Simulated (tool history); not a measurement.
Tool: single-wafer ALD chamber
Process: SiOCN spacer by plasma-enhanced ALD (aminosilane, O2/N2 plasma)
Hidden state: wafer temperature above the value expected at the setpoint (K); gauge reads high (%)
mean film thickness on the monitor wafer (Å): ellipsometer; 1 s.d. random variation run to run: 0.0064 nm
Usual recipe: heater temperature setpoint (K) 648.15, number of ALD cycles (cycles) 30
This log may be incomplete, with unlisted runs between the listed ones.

| run | hour | heater temperature setpoint (K) | number of ALD cycles (cycles) | wafers since the last listed run | hours since the last thermocouple change | hours since the gauge calibration | read-back reference wafer on the same gauge, thickness_nm | mean film thickness on the monitor wafer (Å) |
|---|---|---|---|---|---|---|---|---|
| 1 | 0.0 | 656.15 | 30 | 0 | 159.6 | 1597.4 | 1.960 | 19.38 |
|  | 23.6 | gauge calibrated |
| 2 | 62.8 | 648.15 | 30 | 287 | 222.4 | 39.2 | 1.961 | 19.50 |
| 3 | 101.5 | 648.15 | 30 | 177 | 261.1 | 77.9 | 1.960 | 19.36 |
| 4 | 143.4 | 648.15 | 30 | 191 | 303.0 | 119.8 | 1.957 | 19.36 |
| 5 | 197.4 | 648.15 | 30 | 247 | 357.0 | 173.8 | 1.961 | 19.25 |
| 6 | 260.5 | 648.15 | 30 | 288 | 420.1 | 236.9 | 1.961 | 19.27 |
| 7 | 287.9 | 648.15 | 30 | 125 | 447.5 | 264.3 | 1.959 | 19.41 |
| 8 | 326.5 | 653.15 | 30 | 176 | 486.1 | 302.9 | 1.961 | 19.46 |
| 9 | 384.2 | 653.15 | 30 | 264 | 543.8 | 360.6 | 1.960 | 19.42 |
| 10 | 437.7 | 653.15 | 30 | 244 | 597.3 | 414.1 | 1.960 | 19.40 |
| 11 | 475.5 | 648.15 | 30 | 173 | 635.1 | 451.9 | 1.958 | 19.29 |
| 12 | 541.6 | 648.15 | 30 | 302 | 701.2 | 518.0 | 1.961 | 19.34 |
| 13 | 591.6 | 648.15 | 30 | 228 | 751.2 | 568.0 | 1.962 | 19.49 |
| 14 | 659.2 | 648.15 | 35 | 309 | 818.8 | 635.6 | 1.960 | 22.65 |
| 15 | 718.2 | 648.15 | 30 | 270 | 877.8 | 694.6 | 1.962 | 19.49 |
| 16 | 786.1 | 648.15 | 30 | 310 | 945.7 | 762.5 | 1.962 | 19.45 |
| 17 | 817.7 | 648.15 | 30 | 144 | 977.3 | 794.1 | 1.958 | 19.33 |
| 18 | 843.2 | 648.15 | 30 | 116 | 1002.8 | 819.6 | 1.960 | 19.44 |
| 19 | 904.6 | 648.15 | 30 | 281 | 1064.2 | 881.0 | 1.960 | 19.46 |
| 20 | 975.7 | 648.15 | 30 | 325 | 1135.3 | 952.1 | 1.963 | 19.43 |
| 21 | 1036.1 | 648.15 | 30 | 276 | 1195.7 | 1012.5 | 1.961 | 19.29 |
| 22 | 1073.8 | 648.15 | 30 | 172 | 1233.4 | 1050.2 | 1.957 | 19.41 |
| 23 | 1135.4 | 648.15 | 30 | 281 | 1295.0 | 1111.8 | 1.959 | 19.37 |
| 24 | 1180.4 | 643.15 | 33 | 205 | 1340.0 | 1156.8 | 1.960 | 21.40 |
| 25 | 1236.9 | 655.15 | 28 | 258 | 1396.5 | 1213.3 | 1.960 | 17.97 |
| 26 | 1289.6 | 659.15 | 25 | 241 | 1449.2 | 1266.0 | 1.961 | 16.12 |
| 27 | 1336.9 | 648.15 | 30 | 216 | 1496.5 | 1313.3 | 1.960 | 19.43 |
| 28 | 1382.2 | 659.15 | 32 | 207 | 1541.8 | 1358.6 | 1.961 | 20.62 |
| 29 | 1420.2 | 657.15 | 30 | 173 | 1579.8 | 1396.6 | 1.959 | 19.43 |
| 30 | 1449.2 | 639.15 | 30 | 132 | 1608.8 | 1425.6 | 1.962 | 19.50 |
| 31 | 1488.3 | 639.15 | 32 | 178 | 1647.9 | 1464.7 | 1.960 | 20.70 |
| 32 | 1521.4 | 648.15 | 30 | 151 | 1681.0 | 1497.8 | 1.962 | 19.42 |
| 33 | 1557.6 | 636.15 | 28 | 165 | 1717.2 | 1534.0 | 1.960 | 18.09 |
| 34 | 1631.9 | 661.15 | 36 | 340 | 1791.5 | 1608.3 | 1.960 | 23.31 |
|  | 1643.1 | thermocouple changed; heater temperature recalibrated |
| 35 | 1687.1 | 648.15 | 30 | 216 | 44.0 | 1663.5 | 1.961 | 19.41 |
| 36 | 1747.0 | 648.15 | 30 | 274 | 103.9 | 1723.4 | 1.960 | 19.36 |
|  | 1750.5 | gauge calibrated |
| 37 | 1778.5 | 648.15 | 33 | 144 | 135.4 | 28.0 | 1.962 | 21.38 |
| 38 | 1846.4 | 648.15 | 26 | 310 | 203.3 | 95.9 | 1.957 | 16.86 |
| 39 | 1873.6 | 652.15 | 30 | 124 | 230.5 | 123.1 | 1.960 | 19.38 |
| 40 | 1930.7 | 648.15 | 30 | 261 | 287.6 | 180.2 | 1.959 | 19.34 |
| 41 | 1972.9 | 659.15 | 33 | 193 | 329.8 | 222.4 | 1.960 | 21.39 |
| 42 | 2125.8 | 661.15 | 28 | 699 | 482.7 | 375.3 | 1.960 | 18.09 |
| 43 | 2162.7 | 648.15 | 30 | 168 | 519.6 | 412.2 | 1.961 | 19.37 |
| 44 | 2226.0 | 648.15 | 30 | 289 | 582.9 | 475.5 | 1.960 | 19.26 |
| 45 | 2267.6 | 648.15 | 30 | 190 | 624.5 | 517.1 | 1.961 | 19.38 |

Below are 3 alternative next runs, each starting from the tool's condition after run 45. Predict each:
| A | 2268.1 | 662.15 | 30 | 2 | 625.0 | 517.6 | ? | ? |
| B | 2268.1 | 640.15 | 33 | 2 | 625.0 | 517.6 | ? | ? |
| C | 2268.1 | 635.15 | 26 | 2 | 625.0 | 517.6 | ? | ? |

| run | read-back reference wafer on the same gauge, thickness_nm | mean film thickness on the monitor wafer (Å) |
|---|---|---|
| A | 1.961 | 19.56 |
| B | 1.961 | 21.51 |
| C | 1.961 | 16.95 |
Take away the tool's hidden state, keep each run's random variation, and the runs would have read:
| run | mean film thickness on the monitor wafer (Å) |
|---|---|
| A | 19.56 |
| B | 21.51 |
| C | 16.95 |

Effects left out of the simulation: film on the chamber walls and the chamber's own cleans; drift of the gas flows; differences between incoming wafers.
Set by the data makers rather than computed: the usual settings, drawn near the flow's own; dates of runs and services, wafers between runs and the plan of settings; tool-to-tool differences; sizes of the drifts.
